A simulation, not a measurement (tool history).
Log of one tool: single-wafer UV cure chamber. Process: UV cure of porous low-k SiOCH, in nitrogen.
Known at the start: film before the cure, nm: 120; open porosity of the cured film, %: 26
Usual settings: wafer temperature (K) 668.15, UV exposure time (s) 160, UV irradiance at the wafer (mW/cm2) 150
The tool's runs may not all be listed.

| run | hour | wafer temperature (K) | UV exposure time (s) | UV irradiance at the wafer (mW/cm2) | wafers since the last listed run | hours since the UV bulbs were replaced | wafers since the quartz window was cleaned | loss of film thickness in the cure (%) |
|---|---|---|---|---|---|---|---|---|
| 1 | 0 | 668.15 | 105 | 150 | 0 | 389.3 | 2457 | 12.053 |
| 2 | 42.5 | 654.15 | 160 | 150 | 438 | 431.8 | 2895 | 13.769 |
| 3 | 94.7 | 654.15 | 160 | 150 | 538 | 484 | 3434 | 13.364 |
| 4 | 152.9 | 654.15 | 160 | 150 | 600 | 542.2 | 4035 | 13.332 |
|  | 164.5 | quartz window cleaned |
| 5 | 185 | 668.15 | 160 | 150 | 248 | 574.3 | 211 | 14.496 |
| 6 | 233.7 | 668.15 | 160 | 150 | 502 | 623 | 714 | 14.81 |
| 7 | 281.5 | 668.15 | 160 | 150 | 493 | 670.8 | 1207 | 14.355 |
| 8 | 488.7 | 678.15 | 160 | 127 | 2138 | 878 | 3346 | 13.644 |
| 9 | 514.9 | 678.15 | 160 | 127 | 270 | 904.2 | 3616 | 12.987 |
| 10 | 542.9 | 668.15 | 160 | 150 | 288 | 932.2 | 3905 | 13.676 |
|  | 567 | UV bulbs replaced |
|  | 617.8 | quartz window cleaned |
| 11 | 645.4 | 668.15 | 160 | 150 | 892 | 78.4 | 284 | 14.769 |
| 12 | 706.4 | 668.15 | 160 | 150 | 629 | 139.4 | 914 | 14.55 |
| 13 | 744 | 684.15 | 160 | 190 | 388 | 177 | 1302 | 16.375 |
| 14 | 803.7 | 681.15 | 255 | 117 | 616 | 236.7 | 1918 | 15.533 |
| 15 | 832.4 | 668.15 | 235 | 186 | 296 | 265.4 | 2214 | 17.86 |
| 16 | 875.1 | 652.15 | 160 | 150 | 440 | 308.1 | 2655 | 13.674 |
| 17 | 901.8 | 663.15 | 160 | 167 | 275 | 334.8 | 2931 | 14.166 |
| 18 | 953.5 | 668.15 | 70 | 150 | 533 | 386.5 | 3464 | 9.861 |
| 19 | 995.1 | 661.15 | 65 | 171 | 429 | 428.1 | 3893 | 9.621 |
|  | 1037.8 | quartz window cleaned |
| 20 | 1196.4 | 668.15 | 105 | 150 | 1994 | 629.4 | 1636 | 12.55 |
| 21 | 1224.5 | 678.15 | 160 | 150 | 290 | 657.5 | 1926 | 14.797 |
| 22 | 1265.7 | 668.15 | 160 | 150 | 425 | 698.7 | 2352 | 14.518 |
| 23 | 1340.5 | 674.15 | 215 | 130 | 771 | 773.5 | 3124 | 15.239 |
| 24 | 1391.9 | 660.15 | 130 | 150 | 530 | 824.9 | 3654 | 12.945 |

3 ways to go on from here, each from the tool as it stands after run 24. What would each give?
| A | 1392.3 | 668.15 | 160 | 150 | 4 | 825.3 | 3658 | ? |
| B | 1392.3 | 655.15 | 110 | 150 | 4 | 825.3 | 3658 | ? |
| C | 1392.3 | 652.15 | 220 | 176 | 4 | 825.3 | 3658 | ? |

| run | loss of film thickness in the cure (%) |
|---|---|
| A | 13.811 |
| B | 11.697 |
| C | 15.95 |
Without the tool's hidden state the same runs would have given:
| run | loss of film thickness in the cure (%) |
|---|---|
| A | 14.538 |
| B | 12.393 |
| C | 16.698 |

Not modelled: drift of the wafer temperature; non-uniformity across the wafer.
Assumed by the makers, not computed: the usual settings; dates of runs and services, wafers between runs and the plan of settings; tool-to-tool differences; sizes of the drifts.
